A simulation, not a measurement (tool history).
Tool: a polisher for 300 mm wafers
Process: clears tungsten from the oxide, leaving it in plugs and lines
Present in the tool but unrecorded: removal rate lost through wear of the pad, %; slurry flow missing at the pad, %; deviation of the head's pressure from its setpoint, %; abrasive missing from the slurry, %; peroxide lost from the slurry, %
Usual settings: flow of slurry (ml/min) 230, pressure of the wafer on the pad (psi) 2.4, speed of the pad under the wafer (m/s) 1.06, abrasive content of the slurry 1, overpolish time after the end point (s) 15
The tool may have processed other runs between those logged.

run,hour,flow of slurry (ml/min),pressure of the wafer on the pad (psi),speed of the pad under the wafer (m/s),abrasive content of the slurry,overpolish time after the end point (s),wafers since the last listed run,wafers polished on this pad,hours since the slurry nozzle was cleaned,hours since the head pressure was calibrated,hours since the slurry blender was calibrated,hours since the slurry got fresh peroxide,"incoming thickness of the incoming film, nm",time until the end point was called (s)
1,0,230,2.4,1.06,1,9,0,5,440.4,673.3,204.9,135.1,515.9,175.4
2,17,230,2.4,1.06,1,9,75,81,457.4,690.3,221.9,152.1,518.1,182.8
# hour 26: slurry tank refilled with fresh slurry and peroxide
3,26.5,230,2.4,1.06,1,9,37,119,466.9,699.8,231.4,0.5,516,176.8
4,42.1,275,2.4,1.06,1,15,69,188,482.5,715.4,247,16.1,519.1,177.4
5,56.5,230,2.4,1.06,1,15,64,252,496.9,729.8,261.4,30.5,521.1,180.7
6,67.4,260,2.1,1.06,1,15,48,301,507.8,740.7,272.3,41.4,510.8,196.1
7,79.9,260,2.1,1.06,1,15,55,357,520.3,753.2,284.8,53.9,514.1,196.8
8,92.7,230,2.4,1.06,1,10,57,414,533.1,766,297.6,66.7,505.6,176.8
9,100,230,2.4,1.06,1,18,32,446,540.4,773.3,304.9,74,522.1,186.5
10,109.8,260,1.8,0.72,1,15,43,490,550.2,783.1,314.7,83.8,512.4,322.2
11,126.6,230,2.4,1.06,1,15,74,565,567,799.9,331.5,100.6,507.5,182.6
12,136.8,230,2.1,1.06,1,11,45,610,577.2,810.1,341.7,110.8,509,199
13,150,230,2.4,1.2,0.8,15,58,669,590.4,823.3,354.9,124,510.7,168.4
14,162.1,230,2.4,1.06,1.25,7,53,723,602.5,835.4,367,136.1,518.5,179.3
15,172.5,200,2.4,1.06,1,15,46,769,612.9,845.8,377.4,146.5,506.6,185.2
# hour 182.9: worn pad replaced by a new one
16,183.4,230,1.7,0.86,1,22,30,2,623.8,856.7,388.3,157.4,520.1,300.9
# hour 189.5: slurry tank refilled with fresh slurry and peroxide
# hour 192.1: slurry blender recalibrated
17,195.3,230,2,1.06,0.8,18,39,41,635.7,868.6,3.2,5.8,517.1,214.9
# hour 198.2: slurry nozzle cleaned
# hour 198.6: head pressure recalibrated
18,210.6,230,2.9,1.06,0.8,22,61,103,12.4,12,18.5,21.1,524,159.1
19,249.6,230,2.4,1.2,0.8,15,173,277,51.4,51,57.5,60.1,510,160.6

Alternative continuations, all from the tool just after run 19; predict every row:
A,250.1,230,2.4,0.84,1,15,2,279,51.9,51.5,58,60.6,511,?
B,250.1,230,2.4,0.82,1.2,15,2,279,51.9,51.5,58,60.6,511,?
C,250.1,300,2.4,0.82,1,24,2,279,51.9,51.5,58,60.6,511,?
D,250.1,205,2.7,1.06,1.1,15,2,279,51.9,51.5,58,60.6,511,?

run,time until the end point was called (s)
A,223.1
B,220.7
C,223.8
D,160
What these runs would have given with no unlogged condition in the tool:
run,time until the end point was called (s)
A,220.5
B,218.1
C,221.2
D,158.2

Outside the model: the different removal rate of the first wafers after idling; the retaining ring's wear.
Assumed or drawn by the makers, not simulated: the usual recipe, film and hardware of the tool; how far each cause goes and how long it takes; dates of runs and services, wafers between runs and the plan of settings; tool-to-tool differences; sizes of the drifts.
